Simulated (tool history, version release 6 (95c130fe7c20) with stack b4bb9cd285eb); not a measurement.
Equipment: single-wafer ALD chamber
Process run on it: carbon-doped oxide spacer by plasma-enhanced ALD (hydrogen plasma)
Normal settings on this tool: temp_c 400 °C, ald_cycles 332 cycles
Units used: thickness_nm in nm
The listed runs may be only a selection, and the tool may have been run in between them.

| run | day | temp_c | ald_cycles | wafers since the last listed run | hours since the last thermocouple change | hours since the gauge calibration | read-back reference wafer on the same gauge, thickness_nm | thickness_nm |
|---|---|---|---|---|---|---|---|---|
| 1 | 0 | 400 | 332 | 0 | 1550.7 | 257 | 17.501 | 16.968 |
| 2 | 0.558 | 400 | 332 | 18 | 1564.1 | 270.4 | 17.485 | 16.99 |
| 3 | 1.296 | 400 | 332 | 23 | 1581.8 | 288.1 | 17.476 | 16.945 |
| 4 | 1.929 | 388 | 332 | 20 | 1597 | 303.3 | 17.468 | 16.95 |
| 5 | 2.233 | 400 | 316 | 9 | 1604.3 | 310.6 | 17.456 | 16.091 |
| 6 | 2.717 | 400 | 316 | 15 | 1615.9 | 322.2 | 17.447 | 16.117 |
| 7 | 3.062 | 408 | 289 | 11 | 1624.2 | 330.5 | 17.452 | 14.447 |
| 8 | 3.467 | 400 | 332 | 13 | 1633.9 | 340.2 | 17.448 | 16.907 |
| 9 | 3.771 | 400 | 332 | 9 | 1641.2 | 347.5 | 17.433 | 16.939 |
| 10 | 4.271 | 400 | 332 | 16 | 1653.2 | 359.5 | 17.431 | 16.908 |
| 11 | 4.546 | 400 | 332 | 8 | 1659.8 | 366.1 | 17.416 | 16.912 |
| 12 | 5.125 | 400 | 306 | 18 | 1673.7 | 380 | 17.421 | 15.572 |
| 13 | 5.496 | 400 | 370 | 12 | 1682.6 | 388.9 | 17.41 | 18.853 |
|  | 5.829 | gauge calibrated |
| 14 | 5.933 | 400 | 370 | 14 | 1693.1 | 2.5 | 17.656 | 19.054 |
| 15 | 6.346 | 400 | 332 | 13 | 1703 | 12.4 | 17.636 | 17.183 |
| 16 | 6.875 | 400 | 332 | 17 | 1715.7 | 25.1 | 17.638 | 17.164 |
| 17 | 7.333 | 400 | 332 | 14 | 1726.7 | 36.1 | 17.636 | 17.13 |
| 18 | 8.879 | 394 | 386 | 50 | 1763.8 | 73.2 | 17.605 | 19.913 |
| 19 | 9.138 | 392 | 302 | 8 | 1770 | 79.4 | 17.605 | 15.564 |
| 20 | 9.867 | 393 | 332 | 23 | 1787.5 | 96.9 | 17.581 | 17.103 |
| 21 | 10.246 | 410 | 332 | 12 | 1796.6 | 106 | 17.585 | 16.634 |
| 22 | 10.85 | 406 | 352 | 19 | 1811.1 | 120.5 | 17.571 | 17.809 |
| 23 | 11.258 | 395 | 309 | 13 | 1820.9 | 130.3 | 17.573 | 15.802 |
|  | 11.862 | thermocouple changed; heater temperature recalibrated |
| 24 | 11.883 | 392 | 273 | 9 | 0.5 | 145.3 | 17.563 | 14.015 |
| 25 | 12.538 | 415 | 357 | 21 | 16.2 | 161 | 17.547 | 17.493 |
| 26 | 13.254 | 400 | 332 | 23 | 33.4 | 178.2 | 17.534 | 16.963 |
| 27 | 13.554 | 389 | 301 | 9 | 40.6 | 185.4 | 17.538 | 15.397 |
| 28 | 14.242 | 408 | 332 | 22 | 57.1 | 201.9 | 17.522 | 16.63 |
| 29 | 14.746 | 407 | 368 | 16 | 69.2 | 214 | 17.514 | 18.486 |
| 30 | 15.3 | 393 | 381 | 17 | 82.5 | 227.3 | 17.509 | 19.557 |
| 31 | 15.771 | 400 | 332 | 15 | 93.8 | 238.6 | 17.503 | 17.061 |
| 32 | 17.246 | 412 | 311 | 47 | 129.2 | 274 | 17.476 | 15.349 |
| 33 | 17.796 | 400 | 281 | 17 | 142.4 | 287.2 | 17.474 | 14.354 |
| 34 | 18.288 | 400 | 332 | 15 | 154.2 | 299 | 17.468 | 16.946 |
| 35 | 18.921 | 400 | 332 | 20 | 169.4 | 314.2 | 17.45 | 16.982 |

Had the tool no unlogged condition, and each run kept its random variation, what would the results have been?
The tool's hidden condition here consists of: wafer temperature above the value expected at the setpoint (K); gauge reads high (%).
| run | thickness_nm |
|---|---|
| 1 | 17.169 |
| 2 | 17.199 |
| 3 | 17.165 |
| 4 | 17.179 |
| 5 | 16.312 |
| 6 | 16.345 |
| 7 | 14.656 |
| 8 | 17.157 |
| 9 | 17.194 |
| 10 | 17.17 |
| 11 | 17.178 |
| 12 | 15.825 |
| 13 | 19.165 |
| 14 | 19.109 |
| 15 | 17.238 |
| 16 | 17.227 |
| 17 | 17.2 |
| 18 | 20.02 |
| 19 | 15.651 |
| 20 | 17.209 |
| 21 | 16.743 |
| 22 | 17.934 |
| 23 | 15.918 |
| 24 | 14.126 |
| 25 | 17.641 |
| 26 | 17.117 |
| 27 | 15.541 |
| 28 | 16.795 |
| 29 | 18.677 |
| 30 | 19.769 |
| 31 | 17.252 |
| 32 | 15.541 |
| 33 | 14.541 |
| 34 | 17.173 |
| 35 | 17.219 |

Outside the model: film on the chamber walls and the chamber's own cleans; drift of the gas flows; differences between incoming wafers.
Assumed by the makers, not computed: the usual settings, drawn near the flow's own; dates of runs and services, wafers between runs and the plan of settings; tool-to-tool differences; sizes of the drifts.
